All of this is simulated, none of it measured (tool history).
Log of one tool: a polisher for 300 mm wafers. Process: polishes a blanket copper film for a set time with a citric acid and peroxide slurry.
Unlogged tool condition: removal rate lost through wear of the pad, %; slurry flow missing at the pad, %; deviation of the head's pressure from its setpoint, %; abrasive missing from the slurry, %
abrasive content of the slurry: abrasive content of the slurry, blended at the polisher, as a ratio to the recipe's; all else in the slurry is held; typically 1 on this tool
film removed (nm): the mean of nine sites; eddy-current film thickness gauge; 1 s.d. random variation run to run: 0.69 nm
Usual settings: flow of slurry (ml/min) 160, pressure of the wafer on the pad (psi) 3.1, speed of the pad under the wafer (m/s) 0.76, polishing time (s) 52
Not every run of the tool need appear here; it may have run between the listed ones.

run	hour	flow of slurry (ml/min)	pressure of the wafer on the pad (psi)	speed of the pad under the wafer (m/s)	abrasive content of the slurry	polishing time (s)	wafers since the last listed run	wafers polished on this pad	hours since the slurry nozzle was cleaned	hours since the head pressure was calibrated	hours since the slurry blender was calibrated	incoming thickness of the incoming film, nm	film removed (nm)
1	0	200	2.2	0.76	1	52	0	1394	26.2	774.2	76.9	1038.2	65.1
2	17.2	160	3.1	0.76	1	52	174	1569	43.4	791.4	94.1	1051.5	77.2
# hour 103.6: worn pad replaced by a new one
3	120	160	3.1	0.76	1	52	1000	166	146.2	894.2	196.9	1027.4	76.2
# hour 126.6: slurry blender recalibrated
4	147.5	160	3.1	0.76	1	52	258	424	173.7	921.7	20.9	1046.2	76.9
5	167.8	160	3.1	0.76	1	52	205	630	194	942	41.2	1032.9	75.2
6	190.7	160	3.1	0.76	1	52	231	862	216.9	964.9	64.1	1061.3	76.3
7	224.6	160	3.1	0.76	1	52	343	1205	250.8	998.8	98	1039.6	75.4
# hour 226.2: slurry nozzle cleaned
8	250	160	3.1	0.92	1	52	247	1452	23.8	1024.2	123.4	1051.6	91.1
9	272.2	160	3.1	0.76	0.8	52	224	1677	46	1046.4	145.6	1039.3	70.2
10	292.8	160	3.1	0.76	0.8	52	208	1886	66.6	1067	166.2	1045.7	70.5
# hour 317.8: worn pad replaced by a new one
11	318.3	135	2.1	0.76	1.15	60	217	5	92.1	1092.5	191.7	1034.2	71.3
# hour 350: slurry blender recalibrated
12	350.5	200	3.1	0.58	1	46	305	311	124.3	1124.7	0.5	1043.3	53.3
13	380.3	160	3.1	0.76	1	52	301	613	154.1	1154.5	30.3	1051.6	76
# hour 405.9: head pressure recalibrated
14	415	160	3.1	0.76	1	52	331	944	188.8	9.1	65	1028.2	80.9
15	450.5	160	3.1	0.76	1.1	41	359	1303	224.3	44.6	100.5	1051.6	66.1
# hour 485.5: slurry nozzle cleaned
16	516.2	160	3.1	0.76	1	52	655	1959	30.7	110.3	166.2	1047.3	79.8
17	543.3	205	3.1	0.76	1.1	52	274	2233	57.8	137.4	193.3	1036.7	85.6
# hour 552: worn pad replaced by a new one
18	574.5	160	3.9	0.76	1	52	275	227	89	168.6	224.5	1048.9	91.2
# hour 587.2: slurry blender recalibrated
19	587.7	205	3.1	0.96	0.9	67	113	341	102.2	181.8	0.5	1026.2	127.3
20	622.8	160	3.1	0.76	1	52	355	696	137.3	216.9	35.6	1034.9	78.2
21	677.8	160	3.1	0.76	1	52	557	1253	192.3	271.9	90.6	1039.9	79
22	704.7	160	2	0.76	1.2	39	272	1526	219.2	298.8	117.5	1048.8	49.1
# hour 721.6: slurry nozzle cleaned
23	730.5	195	2	0.88	1	52	251	1777	8.9	324.6	143.3	1024.2	71.9
24	746	160	3.1	0.76	1.15	52	156	1934	24.4	340.1	158.8	1060.3	80.8
# hour 755.2: worn pad replaced by a new one
25	775.7	160	3.1	0.76	0.75	52	260	207	54.1	369.8	188.5	1053.9	68.4
26	789.3	120	3.1	0.92	1.2	65	137	345	67.7	383.4	202.1	1051.8	115

Expected results for the next run?
# hour 800.6: slurry blender recalibrated
27	802.1	160	3.6	0.76	0.75	52	109	454	80.5	396.2	1.5	1026.7	?

film removed (nm): 76
Without the tool's hidden state the same run would have given film removed (nm) 79.9.

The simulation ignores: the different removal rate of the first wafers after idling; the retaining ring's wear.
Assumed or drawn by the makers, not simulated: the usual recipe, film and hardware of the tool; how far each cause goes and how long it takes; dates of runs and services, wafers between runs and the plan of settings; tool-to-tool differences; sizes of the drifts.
